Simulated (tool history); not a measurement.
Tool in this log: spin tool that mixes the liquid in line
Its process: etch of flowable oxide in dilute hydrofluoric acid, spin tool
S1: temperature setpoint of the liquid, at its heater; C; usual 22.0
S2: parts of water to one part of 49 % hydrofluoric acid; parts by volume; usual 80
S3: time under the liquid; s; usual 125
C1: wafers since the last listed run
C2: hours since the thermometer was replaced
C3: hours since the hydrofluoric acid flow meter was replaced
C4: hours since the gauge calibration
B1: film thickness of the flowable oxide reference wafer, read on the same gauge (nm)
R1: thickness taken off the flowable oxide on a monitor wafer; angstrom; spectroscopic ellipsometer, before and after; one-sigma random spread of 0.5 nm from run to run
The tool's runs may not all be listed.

run	hour	S1	S2	S3	C1	C2	C3	C4	B1	R1
1	0.0	22.0	80	125	0	1142.5	456.4	1724.9	79.99	600.0
2	69.5	22.0	80	125	610	1212.0	525.9	1794.4	79.99	596.2
3	118.6	22.0	80	75	431	1261.1	575.0	1843.5	80.05	356.9
4	170.9	22.0	80	75	459	1313.4	627.3	1895.8	79.98	354.1
5	224.0	22.0	80	70	466	1366.5	680.4	1948.9	80.01	336.6
6	278.2	22.0	80	125	476	1420.7	734.6	2003.1	80.02	599.2
7	489.4	22.0	80	125	1854	1631.9	945.8	2214.3	79.99	580.8
8	531.1	22.0	80	125	366	1673.6	987.5	2256.0	79.97	599.8
9	675.2	22.0	80	125	1265	1817.7	1131.6	2400.1	80.04	598.4
10	729.9	22.0	105	125	480	1872.4	1186.3	2454.8	79.99	437.1
11	768.0	22.0	105	125	334	1910.5	1224.4	2492.9	79.99	434.2
12	795.9	22.0	80	125	245	1938.4	1252.3	2520.8	80.00	592.0
# hour 915.9: gauge calibrated
13	936.7	22.0	80	125	1236	2079.2	1393.1	20.8	79.96	590.0
14	996.7	22.0	80	125	526	2139.2	1453.1	80.8	80.00	591.0
# hour 1001.9: thermometer replaced
15	1028.7	22.0	80	125	272	26.8	1485.1	112.8	80.03	527.9
16	1054.1	19.5	55	125	223	52.2	1510.5	138.2	79.99	713.0
17	1100.7	22.0	65	150	409	98.8	1557.1	184.8	79.97	794.2
# hour 1112.3: hydrofluoric acid flow meter replaced
18	1139.5	22.0	80	125	331	137.6	27.2	223.6	80.02	582.2
19	1196.2	25.0	80	105	497	194.3	83.9	280.3	80.00	546.3
20	1240.1	23.5	95	125	385	238.2	127.8	324.2	80.02	499.4
21	1454.2	19.5	55	125	1880	452.3	341.9	538.3	80.02	778.9

The next listed run, before its measurement:
22	1512.2	27.0	105	125	509	510.3	399.9	596.3	?	?

B1: 80.00
R1: 511.6 angstrom
On a tool with no hidden condition, and with the same random variation, this run would have come out at R1 511.3 angstrom.

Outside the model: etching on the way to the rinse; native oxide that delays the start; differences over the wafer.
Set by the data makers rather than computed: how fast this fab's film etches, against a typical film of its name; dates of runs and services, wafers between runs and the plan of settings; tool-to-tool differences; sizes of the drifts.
